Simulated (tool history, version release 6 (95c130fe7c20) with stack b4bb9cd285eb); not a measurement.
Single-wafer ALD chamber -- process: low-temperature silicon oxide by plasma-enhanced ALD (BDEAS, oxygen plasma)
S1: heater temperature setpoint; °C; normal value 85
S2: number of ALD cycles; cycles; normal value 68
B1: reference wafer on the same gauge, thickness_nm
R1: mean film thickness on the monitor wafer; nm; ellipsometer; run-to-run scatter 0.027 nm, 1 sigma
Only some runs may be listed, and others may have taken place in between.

{"run": 1, "day": 0.0, "S1": 85, "S2": 68, "B1": 9.042, "R1": 10.619}
{"run": 2, "day": 0.592, "S1": 93, "S2": 60, "B1": 9.039, "R1": 9.112}
{"run": 3, "day": 0.842, "S1": 76, "S2": 68, "B1": 9.047, "R1": 10.923}
{"run": 4, "day": 1.258, "S1": 76, "S2": 68, "B1": 9.035, "R1": 10.952}
{"run": 5, "day": 1.917, "S1": 85, "S2": 68, "B1": 9.034, "R1": 10.6}
{"run": 6, "day": 2.242, "S1": 85, "S2": 78, "B1": 9.027, "R1": 12.174}
{"run": 7, "day": 2.596, "S1": 85, "S2": 68, "B1": 9.028, "R1": 10.614}
{"run": 8, "day": 2.967, "S1": 85, "S2": 68, "B1": 9.024, "R1": 10.629}
{"run": 9, "day": 3.408, "S1": 85, "S2": 68, "B1": 9.01, "R1": 10.586}
{"day": 5.271, "done": "thermocouple changed; heater temperature recalibrated"}
{"run": 10, "day": 5.638, "S1": 85, "S2": 62, "B1": 8.998, "R1": 9.63}
{"run": 11, "day": 6.379, "S1": 85, "S2": 68, "B1": 8.995, "R1": 10.595}
{"day": 6.562, "done": "gauge calibrated"}
{"run": 12, "day": 7.992, "S1": 95, "S2": 76, "B1": 9.087, "R1": 11.486}
{"run": 13, "day": 8.312, "S1": 85, "S2": 68, "B1": 9.093, "R1": 10.659}
{"run": 14, "day": 8.712, "S1": 99, "S2": 58, "B1": 9.098, "R1": 8.707}
{"run": 15, "day": 9.096, "S1": 93, "S2": 60, "B1": 9.091, "R1": 9.162}
{"run": 16, "day": 9.825, "S1": 93, "S2": 60, "B1": 9.079, "R1": 9.159}
{"run": 17, "day": 10.338, "S1": 72, "S2": 77, "B1": 9.076, "R1": 12.695}
{"run": 18, "day": 10.817, "S1": 89, "S2": 64, "B1": 9.061, "R1": 9.891}
{"run": 19, "day": 11.508, "S1": 85, "S2": 61, "B1": 9.063, "R1": 9.545}
{"run": 20, "day": 12.0, "S1": 85, "S2": 75, "B1": 9.051, "R1": 11.765}
{"run": 21, "day": 12.262, "S1": 85, "S2": 68, "B1": 9.052, "R1": 10.657}
{"run": 22, "day": 12.783, "S1": 85, "S2": 79, "B1": 9.052, "R1": 12.368}

3 options for the next run, each taken on its own from the tool as it stands now. Forecast them:
{"run": "A", "day": 12.804, "S1": 85, "S2": 68, "B1": "?", "R1": "?"}
{"run": "B", "day": 12.804, "S1": 80, "S2": 76, "B1": "?", "R1": "?"}
{"run": "C", "day": 12.804, "S1": 81, "S2": 55, "B1": "?", "R1": "?"}

run=A B1=9.063 R1=10.718
run=B B1=9.063 R1=12.192
run=C B1=9.063 R1=8.792
Stripped of hidden state, with their random variation kept, the same runs would have yielded:
run=A R1=10.775
run=B R1=12.256
run=C R1=8.839

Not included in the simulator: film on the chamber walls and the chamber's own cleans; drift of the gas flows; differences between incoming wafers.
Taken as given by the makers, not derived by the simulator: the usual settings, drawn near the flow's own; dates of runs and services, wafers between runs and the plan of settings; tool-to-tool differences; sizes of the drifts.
